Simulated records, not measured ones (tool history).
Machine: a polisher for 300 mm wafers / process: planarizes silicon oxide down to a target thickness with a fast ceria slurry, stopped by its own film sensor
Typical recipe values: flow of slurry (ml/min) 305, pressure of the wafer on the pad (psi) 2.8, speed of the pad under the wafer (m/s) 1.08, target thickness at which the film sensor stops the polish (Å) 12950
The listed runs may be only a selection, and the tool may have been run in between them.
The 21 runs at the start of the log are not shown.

run,hour,flow of slurry (ml/min),pressure of the wafer on the pad (psi),speed of the pad under the wafer (m/s),target thickness at which the film sensor stops the polish (Å),"incoming thickness of the incoming film, nm",time until the film sensor stopped the polish (s)
22,584.7,230,2.3,1.34,8140,2920.5,121
23,601.4,200,3.6,1.24,17240,2953.9,48.1
# hour 629.9: head pressure recalibrated
24,630.5,305,2.8,1.08,12950,2959.4,96.1
25,644.3,385,2.8,1.08,15920,2929,75.9
26,729.9,305,2.8,0.98,12950,2905.4,98.8
27,746.9,305,2.8,1.08,12950,2874.9,91.3
# hour 783.1: worn pad replaced by a new one
28,783.6,305,2.8,1.08,12950,2922,94.9
29,815.8,205,2.8,1.08,12950,2948.7,104.5
30,849.2,305,2.3,1.08,10950,2962.8,133.6
31,877.8,305,2.8,1.08,12950,2921,94.5
32,897.8,245,2,1.34,9030,2914,142.6
33,919.6,305,2.8,0.94,12950,2947.1,105.5
34,940.9,305,1.8,1.08,12950,2975.8,152.5
# hour 969.3: slurry nozzle cleaned
# hour 999.4: worn pad replaced by a new one
35,1038.9,380,2.8,1.08,18430,2953.6,61.2
36,1064.1,340,2,1.08,12950,2950.6,128.8

Below are 5 alternative next runs, each starting from the tool's condition after run 36. Predict each:
A,1064.6,305,2.8,1.46,12950,2893.6,?
B,1064.6,305,2.8,1.08,17090,2893.6,?
C,1064.6,305,2.8,1.34,12950,2893.6,?
D,1064.6,375,3.1,1.08,9670,2893.6,?
E,1064.6,395,2.4,1.08,12950,2893.6,?

run,time until the film sensor stopped the polish (s)
A,71.3
B,66.2
C,76.1
D,95.5
E,101.9
With the hidden condition removed and each run's random variation left untouched, the same runs would have given:
run,time until the film sensor stopped the polish (s)
A,73.1
B,67.9
C,78.1
D,98
E,104.7
